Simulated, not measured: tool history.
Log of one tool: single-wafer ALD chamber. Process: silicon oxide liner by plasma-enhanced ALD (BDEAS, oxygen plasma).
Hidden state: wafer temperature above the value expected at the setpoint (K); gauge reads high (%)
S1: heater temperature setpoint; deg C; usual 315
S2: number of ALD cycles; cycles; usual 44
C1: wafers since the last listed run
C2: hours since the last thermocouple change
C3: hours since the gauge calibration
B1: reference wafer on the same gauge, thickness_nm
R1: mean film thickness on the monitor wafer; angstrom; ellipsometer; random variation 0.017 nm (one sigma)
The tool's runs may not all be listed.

run 1 hour=0.0 | S1=315 S2=44 | C1=0 C2=805.7 C3=92.4 | B1=3.126 | R1=38.18
run 2 hour=72.9 | S1=315 S2=44 | C1=355 C2=878.6 C3=165.3 | B1=3.132 | R1=38.00
run 3 hour=117.0 | S1=315 S2=44 | C1=215 C2=922.7 C3=209.4 | B1=3.131 | R1=38.09
run 4 hour=163.1 | S1=315 S2=44 | C1=224 C2=968.8 C3=255.5 | B1=3.128 | R1=38.12
run 5 hour=215.0 | S1=324 S2=44 | C1=253 C2=1020.7 C3=307.4 | B1=3.139 | R1=37.35
run 6 hour=272.8 | S1=315 S2=44 | C1=281 C2=1078.5 C3=365.2 | B1=3.136 | R1=37.95
run 7 hour=322.3 | S1=315 S2=44 | C1=241 C2=1128.0 C3=414.7 | B1=3.135 | R1=37.59
run 8 hour=396.8 | S1=315 S2=44 | C1=363 C2=1202.5 C3=489.2 | B1=3.129 | R1=38.02
run 9 hour=460.1 | S1=320 S2=44 | C1=308 C2=1265.8 C3=552.5 | B1=3.126 | R1=37.89
run 10 hour=510.9 | S1=328 S2=41 | C1=247 C2=1316.6 C3=603.3 | B1=3.130 | R1=34.63
run 11 hour=590.9 | S1=308 S2=47 | C1=390 C2=1396.6 C3=683.3 | B1=3.126 | R1=40.89
run 12 hour=695.4 | S1=315 S2=44 | C1=509 C2=1501.1 C3=787.8 | B1=3.129 | R1=38.25
run 13 hour=775.1 | S1=301 S2=53 | C1=388 C2=1580.8 C3=867.5 | B1=3.123 | R1=46.89
-- hour=798.7 thermocouple changed; heater temperature recalibrated
-- hour=855.8 gauge calibrated
run 14 hour=912.3 | S1=315 S2=44 | C1=630 C2=113.6 C3=56.5 | B1=3.128 | R1=38.06
run 15 hour=996.6 | S1=303 S2=47 | C1=411 C2=197.9 C3=140.8 | B1=3.127 | R1=41.25
run 16 hour=1053.5 | S1=315 S2=44 | C1=277 C2=254.8 C3=197.7 | B1=3.131 | R1=38.08
run 17 hour=1097.9 | S1=305 S2=50 | C1=216 C2=299.2 C3=242.1 | B1=3.131 | R1=43.40
run 18 hour=1166.7 | S1=323 S2=41 | C1=335 C2=368.0 C3=310.9 | B1=3.133 | R1=35.04

Forecast each of these 5 alternatives for the next run:
run A hour=1167.2 | S1=315 S2=44 | C1=2 C2=368.5 C3=311.4 | B1=? | R1=?
run B hour=1167.2 | S1=305 S2=48 | C1=2 C2=368.5 C3=311.4 | B1=? | R1=?
run C hour=1167.2 | S1=329 S2=42 | C1=2 C2=368.5 C3=311.4 | B1=? | R1=?
run D hour=1167.2 | S1=307 S2=46 | C1=2 C2=368.5 C3=311.4 | B1=? | R1=?
run E hour=1167.2 | S1=315 S2=38 | C1=2 C2=368.5 C3=311.4 | B1=? | R1=?

run=A B1=3.133 R1=37.94
run=B B1=3.133 R1=41.98
run=C B1=3.133 R1=35.50
run=D B1=3.133 R1=40.12
run=E B1=3.133 R1=32.77
Without the tool's hidden state the same runs would have given:
run=A R1=37.94
run=B R1=41.98
run=C R1=35.50
run=D R1=40.12
run=E R1=32.77

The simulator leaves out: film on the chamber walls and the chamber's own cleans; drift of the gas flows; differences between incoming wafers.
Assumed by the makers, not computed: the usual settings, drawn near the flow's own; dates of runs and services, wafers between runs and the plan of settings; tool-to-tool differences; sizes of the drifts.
